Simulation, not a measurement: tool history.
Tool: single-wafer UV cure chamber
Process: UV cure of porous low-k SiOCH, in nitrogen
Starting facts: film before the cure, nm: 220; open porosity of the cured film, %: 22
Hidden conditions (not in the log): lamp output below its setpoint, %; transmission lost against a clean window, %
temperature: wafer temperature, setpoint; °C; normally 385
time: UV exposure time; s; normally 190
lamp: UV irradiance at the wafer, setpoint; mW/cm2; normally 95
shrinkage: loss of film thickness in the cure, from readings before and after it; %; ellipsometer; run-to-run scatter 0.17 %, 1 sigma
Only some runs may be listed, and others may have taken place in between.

run    hour  temperature  time  lamp  wafers since the last listed run  hours since the UV bulbs were replaced  wafers since the quartz window was cleaned  shrinkage
  1       0          385   190    95                                 0                                   440.3                                        1833     10.829
  2      64          385   190   118                               358                                   504.3                                        2192     11.701
  3    88.4          385   240    65                               136                                   528.7                                        2328      9.981
  4   118.8          385   190    95                               170                                   559.1                                        2499     10.453
      128.7  -- quartz window cleaned
  5   163.1          385   245    95                               203                                   603.4                                         192     12.421
  6   224.5          385   245    95                               344                                   664.8                                         536     12.303
  7   260.7          385   190    66                               202                                     701                                         739      9.459
  8   300.8          385   190    66                               224                                   741.1                                         964      9.479
  9   329.9          385   190    95                               163                                   770.2                                        1127     11.285
 10   386.3          385   190    95                               316                                   826.6                                        1443     11.104
 11   455.3          385   190    95                               386                                   895.6                                        1830     11.156
 12     506          379   190    69                               284                                   946.3                                        2114      9.313
 13   539.2          379   190    69                               186                                   979.5                                        2300      9.106
      617.5  -- quartz window cleaned
 14   728.8          385   190    95                              1017                                  1169.1                                         623     11.073
 15   767.8          385   190    95                               218                                  1208.1                                         842     11.079
      794.7  -- UV bulbs replaced
 16   943.1          376   190    95                               937                                   148.4                                        1780     10.263
 17  1010.3          376   190    95                               376                                   215.6                                        2156     10.576
 18  1055.1          376   190    95                               251                                   260.4                                        2407     10.235
     1066.6  -- quartz window cleaned
 19  1097.1          385   215    95                               190                                   302.4                                         171     12.082
 20  1146.1          385   215    95                               274                                   351.4                                         445     11.516
 21  1195.1          385   190    95                               274                                   400.4                                         720     11.217
 22  1228.6          385   190    95                               187                                   433.9                                         908     10.937
 23  1257.8          385   190    95                               163                                   463.1                                        1071     10.864
 24  1324.9          385   190    95                               376                                   530.2                                        1447     10.873
 25  1384.8          399   160   108                               335                                   590.1                                        1783     10.916
 26    1456          380    85    63                               399                                   661.3                                        2182      5.682
 27  1514.9          385   190    77                               330                                   720.2                                        2512      9.604
 28  1539.2          391   100    95                               136                                   744.5                                        2649      7.754
 29  1580.3          372   120    95                               230                                   785.6                                        2879      8.031
     1609.8  -- quartz window cleaned
 30    1639          385   230   114                               284                                   844.3                                         163     12.969
 31  1708.3          397   125    77                               388                                   913.6                                         552      8.907
 32    1763          385   190    95                               306                                   968.3                                         858     10.938
 33    1803          379   190   107                               224                                  1008.3                                        1083     11.428
 34  1846.4          395   300    60                               243                                  1051.7                                        1326     11.582
 35  1876.8          374   190   110                               170                                  1082.1                                        1496     11.612
 36  1916.2          370    95    68                               220                                  1121.5                                        1717      6.475
 37  1944.2          379   190    69                               156                                  1149.5                                        1874      9.116
 38  1975.6          385   190    95                               175                                  1180.9                                        2050     10.751
 39  2041.9          385   220    95                               371                                  1247.2                                        2422     11.314
     2095.5  -- UV bulbs replaced
     2098.7  -- quartz window cleaned
 40  2099.2          405   275   116                               258                                     3.7                                           2     14.393
 41  2148.1          400   270    81                               274                                    52.6                                         276     12.746
 42  2217.6          385   100    73                               389                                   122.1                                         666       7.39
 43  2244.6          366   155    95                               151                                   149.1                                         817     10.264
 44  2302.5          380    95    71                               324                                     207                                        1142      6.734
 45  2345.7          378   190    95                               242                                   250.2                                        1384     11.237
 46  2396.4          385   190    95                               284                                   300.9                                        1668     10.772
 47    2428          391   100    95                               177                                   332.5                                        1845      8.127
 48  2484.7          400   265   135                               317                                   389.2                                        2163     14.006

5 options for the next run, each taken on its own from the tool as it stands now. Forecast them:
  A  2485.2          396   190    95                                 2                                   389.7                                        2166          ?
  B  2485.2          396   250   117                                 2                                   389.7                                        2166          ?
  C  2485.2          390   295    66                                 2                                   389.7                                        2166          ?
  D  2485.2          403   225    64                                 2                                   389.7                                        2166          ?
  E  2485.2          385   190   115                                 2                                   389.7                                        2166          ?

run  shrinkage
  A     10.893
  B     13.151
  C     11.131
  D      9.997
  E      11.57
Take away the tool's hidden state, keep each run's random variation, and the runs would have read:
run  shrinkage
  A     11.526
  B     13.818
  C     11.768
  D     10.617
  E     12.215
